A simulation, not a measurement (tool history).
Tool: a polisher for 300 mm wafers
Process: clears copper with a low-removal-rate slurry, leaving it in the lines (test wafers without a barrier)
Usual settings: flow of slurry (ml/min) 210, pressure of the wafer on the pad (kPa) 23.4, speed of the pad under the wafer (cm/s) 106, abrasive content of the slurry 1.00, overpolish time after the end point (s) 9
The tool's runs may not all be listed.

| run | hour | flow of slurry (ml/min) | pressure of the wafer on the pad (kPa) | speed of the pad under the wafer (cm/s) | abrasive content of the slurry | overpolish time after the end point (s) | wafers since the last listed run | wafers polished on this pad | hours since the slurry nozzle was cleaned | hours since the head pressure was calibrated | hours since the slurry blender was calibrated | incoming thickness of the incoming film, nm | time until the end point was called (s) | dishing of a wide line in a test structure (nm) |
|---|---|---|---|---|---|---|---|---|---|---|---|---|---|---|
| 1 | 0.0 | 210 | 23.4 | 106 | 1.15 | 8 | 0 | 936 | 605.9 | 520.1 | 87.5 | 286.1 | 95.1 | 16.8 |
| 2 | 6.6 | 210 | 23.4 | 106 | 1.15 | 8 | 46 | 982 | 612.5 | 526.7 | 94.1 | 290.5 | 93.0 | 16.9 |
| 3 | 14.9 | 175 | 23.4 | 106 | 1.00 | 9 | 58 | 1041 | 620.8 | 535.0 | 102.4 | 288.8 | 99.2 | 17.5 |
| 4 | 22.6 | 210 | 23.4 | 106 | 0.90 | 8 | 54 | 1095 | 628.5 | 542.7 | 110.1 | 286.4 | 97.6 | 16.0 |
| 5 | 33.9 | 210 | 23.4 | 106 | 1.00 | 9 | 79 | 1175 | 639.8 | 554.0 | 121.4 | 286.5 | 98.2 | 18.1 |
|  | 41.7 | worn pad replaced by a new one |
| 6 | 51.8 | 210 | 23.4 | 106 | 1.00 | 9 | 97 | 71 | 657.7 | 571.9 | 139.3 | 288.9 | 88.2 | 18.9 |
| 7 | 58.6 | 210 | 23.4 | 106 | 1.00 | 9 | 47 | 119 | 664.5 | 578.7 | 146.1 | 289.3 | 90.4 | 18.9 |
| 8 | 70.7 | 210 | 23.4 | 106 | 1.00 | 9 | 85 | 204 | 676.6 | 590.8 | 158.2 | 295.8 | 92.3 | 18.7 |
| 9 | 80.5 | 210 | 23.4 | 106 | 1.00 | 9 | 69 | 273 | 686.4 | 600.6 | 168.0 | 285.1 | 93.6 | 18.2 |
| 10 | 91.7 | 210 | 23.4 | 106 | 1.15 | 9 | 78 | 352 | 697.6 | 611.8 | 179.2 | 286.0 | 88.5 | 19.2 |
| 11 | 103.2 | 210 | 18.6 | 106 | 1.00 | 9 | 81 | 433 | 709.1 | 623.3 | 190.7 | 295.0 | 122.9 | 15.2 |
|  | 106.5 | head pressure recalibrated |
| 12 | 111.8 | 210 | 21.4 | 126 | 1.15 | 9 | 46 | 479 | 717.7 | 5.3 | 199.3 | 292.8 | 85.9 | 19.4 |
| 13 | 129.2 | 280 | 23.4 | 106 | 1.00 | 9 | 122 | 602 | 735.1 | 22.7 | 216.7 | 287.8 | 93.0 | 17.8 |
| 14 | 138.3 | 140 | 23.4 | 106 | 1.00 | 9 | 64 | 666 | 744.2 | 31.8 | 225.8 | 289.6 | 103.5 | 16.8 |
|  | 142.1 | slurry blender recalibrated |
| 15 | 146.5 | 210 | 23.4 | 106 | 1.00 | 13 | 43 | 710 | 752.4 | 40.0 | 4.4 | 291.1 | 98.4 | 23.3 |
|  | 150.7 | slurry nozzle cleaned |
| 16 | 171.7 | 210 | 23.4 | 106 | 1.00 | 9 | 170 | 881 | 21.0 | 65.2 | 29.6 | 289.8 | 100.6 | 17.9 |
| 17 | 179.1 | 210 | 15.2 | 84 | 1.20 | 13 | 52 | 933 | 28.4 | 72.6 | 37.0 | 288.0 | 181.7 | 14.6 |
| 18 | 192.3 | 210 | 27.6 | 74 | 1.25 | 9 | 93 | 1026 | 41.6 | 85.8 | 50.2 | 290.8 | 111.5 | 15.9 |
|  | 205.4 | worn pad replaced by a new one |
| 19 | 205.9 | 210 | 23.4 | 106 | 1.00 | 9 | 67 | 3 | 55.2 | 99.4 | 63.8 | 290.0 | 87.6 | 19.7 |
| 20 | 219.2 | 270 | 20.0 | 90 | 1.00 | 9 | 93 | 97 | 68.5 | 112.7 | 77.1 | 295.5 | 119.6 | 14.9 |
| 21 | 227.2 | 275 | 19.3 | 106 | 1.25 | 9 | 56 | 153 | 76.5 | 120.7 | 85.1 | 286.9 | 97.9 | 16.9 |
| 22 | 234.5 | 275 | 23.4 | 106 | 1.00 | 9 | 51 | 205 | 83.8 | 128.0 | 92.4 | 289.5 | 87.1 | 19.8 |
| 23 | 245.1 | 210 | 23.4 | 106 | 1.00 | 9 | 74 | 279 | 94.4 | 138.6 | 103.0 | 294.9 | 91.2 | 18.6 |
| 24 | 257.4 | 210 | 23.4 | 130 | 1.00 | 9 | 86 | 366 | 106.7 | 150.9 | 115.3 | 295.3 | 79.9 | 21.3 |
| 25 | 270.6 | 250 | 29.0 | 106 | 0.75 | 9 | 93 | 459 | 119.9 | 164.1 | 128.5 | 293.5 | 81.6 | 21.0 |
| 26 | 283.2 | 210 | 23.4 | 106 | 1.00 | 9 | 88 | 548 | 132.5 | 176.7 | 141.1 | 286.9 | 93.2 | 18.2 |
| 27 | 294.4 | 275 | 23.4 | 76 | 1.25 | 9 | 78 | 627 | 143.7 | 187.9 | 152.3 | 289.6 | 124.9 | 15.2 |
| 28 | 311.0 | 260 | 23.4 | 106 | 1.00 | 9 | 117 | 744 | 160.3 | 204.5 | 168.9 | 291.9 | 93.7 | 18.6 |

5 ways to go on from here, each from the tool as it stands after run 28. What would each give?
| A | 311.5 | 210 | 23.4 | 106 | 1.00 | 9 | 3 | 747 | 160.8 | 205.0 | 169.4 | 293.7 | ? | ? |
| B | 311.5 | 210 | 29.0 | 82 | 1.00 | 6 | 3 | 747 | 160.8 | 205.0 | 169.4 | 293.7 | ? | ? |
| C | 311.5 | 265 | 23.4 | 106 | 0.75 | 13 | 3 | 747 | 160.8 | 205.0 | 169.4 | 293.7 | ? | ? |
| D | 311.5 | 210 | 23.4 | 116 | 1.00 | 6 | 3 | 747 | 160.8 | 205.0 | 169.4 | 293.7 | ? | ? |
| E | 311.5 | 250 | 23.4 | 106 | 1.10 | 9 | 3 | 747 | 160.8 | 205.0 | 169.4 | 293.7 | ? | ? |

| run | time until the end point was called (s) | dishing of a wide line in a test structure (nm) |
|---|---|---|
| A | 95.5 | 18.6 |
| B | 99.9 | 12.8 |
| C | 99.8 | 23.6 |
| D | 87.3 | 14.4 |
| E | 91.5 | 19.2 |
Without the tool's hidden state the same runs would have given:
| run | time until the end point was called (s) | dishing of a wide line in a test structure (nm) |
|---|---|---|
| A | 85.9 | 20.1 |
| B | 89.9 | 14.1 |
| C | 89.7 | 25.4 |
| D | 78.5 | 15.7 |
| E | 82.3 | 20.8 |

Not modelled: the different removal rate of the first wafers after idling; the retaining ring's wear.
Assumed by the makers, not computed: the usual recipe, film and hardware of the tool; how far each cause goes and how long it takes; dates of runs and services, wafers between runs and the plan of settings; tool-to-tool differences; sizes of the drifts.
